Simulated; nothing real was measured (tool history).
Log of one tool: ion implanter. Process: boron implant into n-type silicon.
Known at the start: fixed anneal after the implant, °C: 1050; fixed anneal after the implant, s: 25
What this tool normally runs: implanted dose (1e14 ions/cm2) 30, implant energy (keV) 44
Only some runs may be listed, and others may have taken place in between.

run	hour	implanted dose (1e14 ions/cm2)	implant energy (keV)	read-back reference wafer on the same gauge, sheet resistance	sheet resistance of the implanted and annealed layer (ohm/square)
1	0	35.1	50.5	42.98	38.9
2	63.8	35.1	50.5	42.99	39.21
3	114.4	35.1	50.5	42.98	38.93
4	205.4	30	36.5	43.01	45.81
5	269	30	36.5	43.01	45.61
# hour 302: Faraday cup replaced and dose calibrated
6	356.5	30	36.5	42.99	45.47
7	426	35.15	32	43.02	42.85
# hour 437.5: gauge calibrated
# hour 455.3: extraction supply calibrated
8	490.2	30	58.5	43.03	43.1
9	552.1	23.19	36	43	55.27
10	642.8	35.04	55	43.04	38.91
11	714	30	36.5	43	45.89
12	761.2	30	51	42.98	43.91
13	846.9	24.3	49	43	51.47
14	917.9	30	36.5	43	45.76

Each row is a separate what-if for the run after 14, all from the same tool condition, not one after another. Results?
A	918.3	30	30.5	?	?
B	918.3	22.14	58.5	?	?
C	918.3	37.4	58.5	?	?
D	918.3	35.46	58.5	?	?
E	918.3	30	57	?	?

run	read-back reference wafer on the same gauge, sheet resistance	sheet resistance of the implanted and annealed layer (ohm/square)
A	42.99	47.61
B	42.99	55.39
C	42.99	36.98
D	42.99	38.35
E	42.99	43.4
Stripped of hidden state, with their random variation kept, the same runs would have yielded:
run	sheet resistance of the implanted and annealed layer (ohm/square)
A	47.61
B	55.39
C	36.98
D	38.35
E	43.4
